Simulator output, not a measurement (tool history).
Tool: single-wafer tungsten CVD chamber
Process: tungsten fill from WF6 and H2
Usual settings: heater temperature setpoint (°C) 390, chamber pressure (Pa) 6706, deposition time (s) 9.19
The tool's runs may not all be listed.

run	hour	heater temperature setpoint (°C)	chamber pressure (Pa)	deposition time (s)	read-back reference wafer on the same gauge, thickness_nm	mean film thickness on the monitor wafer (angstrom)
1	0	379	6706	9.19	25.196	192.53
2	23.3	379	6706	9.19	25.205	191.22
3	63.9	390	6706	9.19	25.195	247.17
4	97	390	6706	9.19	25.207	246.54
# hour 117.2: gauge calibrated
5	117.6	390	6706	9.19	25.211	244.41
6	143.5	390	6706	9.19	25.208	246.92
# hour 163.3: showerhead replaced
7	178	390	6706	9.19	25.185	247.01
8	205.5	396	5760	9.19	25.208	260.81
# hour 219.7: thermocouple changed; heater temperature recalibrated
# hour 223.6: capacitance manometer re-zeroed and calibrated
9	224.1	386	5213	8	25.19	203.58
10	242.7	394	7533	8.12	25.201	291.31
11	269.7	390	6706	9.19	25.181	285.94

The next listed run, before its measurement:
12	289.5	390	7573	9.19	?	?

{"run 12": {"read-back reference wafer on the same gauge, thickness_nm": 25.195, "mean film thickness on the monitor wafer (angstrom)": 301.22}}
Without the tool's hidden state the same run would have given mean film thickness on the monitor wafer (angstrom) 291.67.
